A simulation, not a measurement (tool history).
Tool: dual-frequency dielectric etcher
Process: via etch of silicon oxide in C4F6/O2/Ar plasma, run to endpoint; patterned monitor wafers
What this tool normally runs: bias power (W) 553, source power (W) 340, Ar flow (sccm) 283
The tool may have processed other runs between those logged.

run,hour,bias power (W),source power (W),Ar flow (sccm),"incoming incoming film thickness, nm",endpoint time (s)
1,0,553,340,283,100.5,23.4
2,15.9,553,340,283,99.8,23
3,29,553,340,283,100.4,23.1
4,69,462,340,283,100.4,25
5,78.7,462,340,283,101.6,25.3
# hour 95.7: bias power generator calibrated
# hour 108: upper electrode replaced
6,108.5,553,340,283,100.9,23.1
7,108.9,421,340,283,100.9,26
8,110.5,636,270,283,100.8,23.8
9,127.2,553,340,283,99.1,22.8
10,144.6,676,310,212,101.5,20.8
11,162.3,438,380,283,101,24.5
# hour 197.2: wet clean of the chamber
12,197.7,553,340,283,100.4,23.8
13,198.1,553,390,283,101.4,22.7
14,199.9,553,340,283,100.8,23.8
15,210.2,432,400,283,100.4,24.6
16,222.2,553,340,283,100.7,23.8
# hour 234.7: Ar flow controller replaced
17,265.1,553,360,283,101,23.2
18,278.1,486,340,347,100.7,25.8
19,289.2,426,310,234,99.6,26
20,297.9,553,340,232,100.6,22.7
21,307,616,310,324,99.2,23.5
22,324.6,553,340,283,101,23.8
23,333.7,553,320,283,101.2,24.2
24,350.8,553,340,283,100.1,23.4
25,375,514,260,350,99.6,27.5
26,390.4,454,300,328,101.4,27.7
27,398.4,429,320,307,100.6,27.1
28,408.3,553,340,283,99.8,23.1
29,419.5,638,340,239,99.9,21.2
30,433.9,516,300,307,100.5,25.7

Below are 3 alternative next runs, each starting from the tool's condition after run 30. Predict each:
A,434.3,618,340,283,99.7,?
B,434.3,553,340,231,99.7,?
C,434.3,474,360,216,99.7,?

run,endpoint time (s)
A,22.2
B,22.4
C,23.1
With no hidden state in the tool, these same runs would have given:
run,endpoint time (s)
A,22.5
B,22.7
C,23.4
